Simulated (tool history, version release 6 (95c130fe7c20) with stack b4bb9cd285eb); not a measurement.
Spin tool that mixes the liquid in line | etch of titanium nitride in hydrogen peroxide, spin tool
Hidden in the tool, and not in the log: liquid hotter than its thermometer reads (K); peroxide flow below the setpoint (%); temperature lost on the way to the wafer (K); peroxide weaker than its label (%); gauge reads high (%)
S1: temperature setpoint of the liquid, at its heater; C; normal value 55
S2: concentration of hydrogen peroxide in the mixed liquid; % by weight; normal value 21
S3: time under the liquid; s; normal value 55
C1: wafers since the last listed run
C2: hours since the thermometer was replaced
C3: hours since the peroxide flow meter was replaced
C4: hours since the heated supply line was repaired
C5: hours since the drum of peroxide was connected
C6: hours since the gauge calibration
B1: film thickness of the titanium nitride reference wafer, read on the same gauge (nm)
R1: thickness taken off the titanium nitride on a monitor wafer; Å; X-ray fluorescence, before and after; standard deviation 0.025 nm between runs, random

run    hour    S1    S2  S3    C1      C2     C3      C4     C5      C6       B1     R1
  1       0    55    21  55     0   695.9  855.8  3237.4     64  2331.4  120.007  46.64
       39.3  -- peroxide flow meter replaced
  2    85.9    55    21  55   697   781.8   46.6  3323.3  149.9  2417.3  119.992  46.33
      161.7  -- gauge calibrated
  3   162.3    55    21  55   627   858.2    123  3399.7  226.3     0.6  120.007  46.59
  4   222.6    55    21  55   495   918.5  183.3    3460  286.6    60.9  119.999  46.09
  5   276.4    55    19  55   441   972.3  237.1  3513.8  340.4   114.7   119.99  44.93
      306.3  -- heated supply line repaired
  6   378.1    55    21  55   827    1074  338.8    71.8  442.1   216.4  119.984  45.96
  7   426.3  62.5    23  30   395  1122.2    387     120  490.3   264.6  119.979  42.22
  8   472.9    55    21  75   382  1168.8  433.6   166.6  536.9   311.2  120.018  62.49
  9     564    47    18  55   748  1259.9  524.7   257.7    628   402.3  120.004  24.98
      635.1  -- new drum of peroxide connected, repeated, since the last time left the tool worse
      694.3  -- thermometer replaced
      773.5  -- peroxide flow meter replaced
 10   847.2    47  15.5  70  2301   152.9   73.7   540.9  212.1   685.5  119.979   31.6
 11   946.8    55  14.5  55   818   252.5  173.3   640.5  311.7   785.1  120.029  43.21
 12    1015    55    21  55   560   320.7  241.5   708.7  379.9   853.3  119.993  46.82
 13    1106    55    21  55   747   411.7  332.5   799.7  470.9   944.3  119.997  46.81
 14  1148.4    55    21  55   348   454.1  374.9   842.1  513.3   986.7  120.001   46.1
 15  1238.3    64  18.5  45   738     544  464.8     932  603.2  1076.6  120.003  69.13
     1284.8  -- new drum of peroxide connected
 16  1301.5    55    17  55   510   607.2    528   995.2   16.7  1139.8  119.988  45.08
 17  1396.8    64  27.5  55   782   702.5  623.3  1090.5    112  1235.1  119.988  91.07
 18  1479.7    55  15.5  55   680   785.4  706.2  1173.4  194.9    1318  119.983  43.95
 19  1553.8    55    21  70   608   859.5  780.3  1247.5    269  1392.1  119.967  59.91
     1574.8  -- peroxide flow meter replaced
 20  1618.8    55  26.5  75   525   924.5     44  1312.5    334  1457.1  119.998  67.38
 21  1723.9    55  26.5  55   863  1029.6  149.1  1417.6  439.1  1562.2  120.009  49.35
 22  1827.3    55    21  55   849    1133  252.5    1521  542.5  1665.6  119.991  46.62
     1856.2  -- thermometer replaced
 23  1919.4    55    15  55   748    63.2  344.6  1613.1  634.6  1757.7  119.972  43.37
     2072.5  -- new drum of peroxide connected
 24  2193.1    55    21  55  2239   336.9  618.3  1886.8  120.6  2031.4   119.98     47
 25  2245.9  62.5    23  30   433   389.7  671.1  1939.6  173.4  2084.2  120.013  43.14

4 options for the next run, each taken on its own from the tool as it stands now. Forecast them:
  A  2246.3    59    21  55   3  390.1  671.5  1940  173.8  2084.6   ?   ?
  B  2246.3    55  15.5  70   3  390.1  671.5  1940  173.8  2084.6   ?   ?
  C  2246.3  58.5  15.5  35   3  390.1  671.5  1940  173.8  2084.6   ?   ?
  D  2246.3  59.5    16  90   3  390.1  671.5  1940  173.8  2084.6   ?   ?

run   B1     R1
  A  120  62.02
  B  120   56.1
  C  120  35.75
  D  120   99.1
With no hidden state in the tool, these same runs would have given:
run     R1
  A  62.18
  B  56.25
  C  35.85
  D  99.36
